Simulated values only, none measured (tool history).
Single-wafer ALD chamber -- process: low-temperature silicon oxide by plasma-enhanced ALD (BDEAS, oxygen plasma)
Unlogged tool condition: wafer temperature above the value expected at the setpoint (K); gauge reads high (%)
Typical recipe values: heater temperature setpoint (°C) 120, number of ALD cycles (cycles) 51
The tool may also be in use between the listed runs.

run     day  heater temperature setpoint (°C)  number of ALD cycles (cycles)  wafers since the last listed run  hours since the last thermocouple change  hours since the gauge calibration  read-back reference wafer on the same gauge, thickness_nm  mean film thickness on the monitor wafer (nm)
  1   0.000                               120                             51                                 0                                    1244.7                              102.0                                                      7.667                                          6.873
  2   0.683                               120                             51                               107                                    1261.1                              118.4                                                      7.666                                          6.844
  3   1.021                               126                             51                                53                                    1269.2                              126.5                                                      7.673                                          6.816
  4   1.375                               120                             56                                55                                    1277.7                              135.0                                                      7.670                                          7.540
  5   2.088                               120                             56                               112                                    1294.8                              152.1                                                      7.670                                          7.559
  6   2.467                               120                             51                                59                                    1303.9                              161.2                                                      7.673                                          6.866
  7   2.825                               120                             51                                56                                    1312.5                              169.8                                                      7.670                                          6.848
  8   3.529                               120                             51                               111                                    1329.4                              186.7                                                      7.667                                          6.849
  9   3.838                               120                             48                                48                                    1336.8                              194.1                                                      7.669                                          6.471
 10   5.421                               120                             48                               249                                    1374.8                              232.1                                                      7.672                                          6.482
 11   5.708                               120                             48                                45                                    1381.7                              239.0                                                      7.671                                          6.478
 12   6.438                               120                             51                               114                                    1399.2                              256.5                                                      7.677                                          6.853
 13   7.183                               120                             51                               117                                    1417.1                              274.4                                                      7.665                                          6.881
 14   7.688                               120                             51                                79                                    1429.2                              286.5                                                      7.667                                          6.884
      8.192  -- thermocouple changed; heater temperature recalibrated
 15   8.396                               132                             51                                59                                       4.9                              303.5                                                      7.664                                          6.744
      8.488  -- gauge calibrated
 16   8.871                               132                             51                                74                                      16.3                                9.2                                                      7.665                                          6.721
 17   9.442                               112                             51                                90                                      30.0                               22.9                                                      7.674                                          6.974
 18   9.838                               112                             51                                62                                      39.5                               32.4                                                      7.665                                          6.944
 19  10.521                               112                             51                               107                                      55.9                               48.8                                                      7.672                                          6.951
 20  10.921                               120                             51                                63                                      65.5                               58.4                                                      7.676                                          6.862
 21  11.492                               120                             51                                90                                      79.2                               72.1                                                      7.671                                          6.846
 22  11.892                               129                             57                                63                                      88.8                               81.7                                                      7.675                                          7.555
 23  12.638                               120                             51                               117                                     106.7                               99.6                                                      7.671                                          6.847
 24  13.246                               120                             51                                95                                     121.3                              114.2                                                      7.670                                          6.889
 25  13.983                               110                             41                               116                                     139.0                              131.9                                                      7.678                                          5.626
 26  14.654                               106                             59                               105                                     155.1                              148.0                                                      7.669                                          8.141
 27  15.183                               116                             59                                83                                     167.8                              160.7                                                      7.670                                          8.015
 28  15.479                               107                             54                                46                                     174.9                              167.8                                                      7.673                                          7.431
 29  16.062                               107                             46                                91                                     188.9                              181.8                                                      7.668                                          6.291
 30  16.446                               131                             42                                60                                     198.1                              191.0                                                      7.670                                          5.551
 31  17.108                               120                             51                               104                                     214.0                              206.9                                                      7.664                                          6.862
 32  17.821                               129                             54                               112                                     231.1                              224.0                                                      7.671                                          7.162
 33  18.138                               120                             56                                49                                     238.7                              231.6                                                      7.679                                          7.529
 34  18.496                               120                             44                                56                                     247.3                              240.2                                                      7.679                                          5.914
 35  18.846                               120                             51                                55                                     255.7                              248.6                                                      7.675                                          6.860
 36  19.433                               128                             46                                92                                     269.8                              262.7                                                      7.673                                          6.109
 37  20.133                               112                             45                               110                                     286.6                              279.5                                                      7.664                                          6.141
 38  20.638                               120                             51                                79                                     298.7                              291.6                                                      7.663                                          6.831

Run 39 is up next; what results do you expect?
 39  21.367                               134                             47                               114                                     316.2                              309.1                                                          ?                                              ?

read-back reference wafer on the same gauge, thickness_nm: 7.672
mean film thickness on the monitor wafer (nm): 6.203
Had the tool carried no hidden state, the very same run would have given mean film thickness on the monitor wafer (nm) 6.203.
